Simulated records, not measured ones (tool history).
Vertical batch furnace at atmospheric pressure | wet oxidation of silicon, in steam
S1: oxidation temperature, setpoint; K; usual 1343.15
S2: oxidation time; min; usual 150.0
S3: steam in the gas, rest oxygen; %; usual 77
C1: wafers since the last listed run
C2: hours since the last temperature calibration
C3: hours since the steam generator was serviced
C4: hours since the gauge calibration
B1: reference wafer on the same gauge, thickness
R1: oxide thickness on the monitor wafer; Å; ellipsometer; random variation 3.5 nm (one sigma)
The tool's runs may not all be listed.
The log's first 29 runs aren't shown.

run	day	S1	S2	S3	C1	C2	C3	C4	B1	R1
30	63.275	1363.15	150.0	72	277	879.4	998.2	195.6	796.76	9524.2
31	66.217	1319.15	92.0	68	631	950.0	1068.8	266.2	796.49	5721.3
32	69.067	1343.15	150.0	77	611	1018.4	1137.2	334.6	797.02	9154.0
33	70.771	1328.15	109.0	86	365	1059.3	1178.1	375.5	796.88	7592.3
34	72.450	1343.15	150.0	77	360	1099.6	1218.4	415.8	797.15	9081.3
35	73.754	1333.15	197.0	69	279	1130.9	1249.7	447.1	796.83	9530.6
36	75.342	1321.15	220.0	77	340	1169.0	1287.8	485.2	797.41	10361.7
37	78.025	1366.15	150.0	84	575	1233.4	1352.2	549.6	797.58	10408.1
38	80.304	1343.15	150.0	77	489	1288.1	1406.9	604.3	797.38	9135.3

Forecast each of these 4 alternatives for the next run:
A	80.538	1343.15	176.0	77	50	1293.7	1412.5	609.9	?	?
B	80.538	1365.15	103.5	77	50	1293.7	1412.5	609.9	?	?
C	80.538	1343.15	150.0	74	50	1293.7	1412.5	609.9	?	?
D	80.538	1333.15	150.0	77	50	1293.7	1412.5	609.9	?	?

run	B1	R1
A	796.74	9947.5
B	796.74	8056.8
C	796.74	8898.4
D	796.74	8727.3
Without the tool's hidden state the same runs would have given:
run	R1
A	10224.0
B	8280.7
C	9148.3
D	8975.5
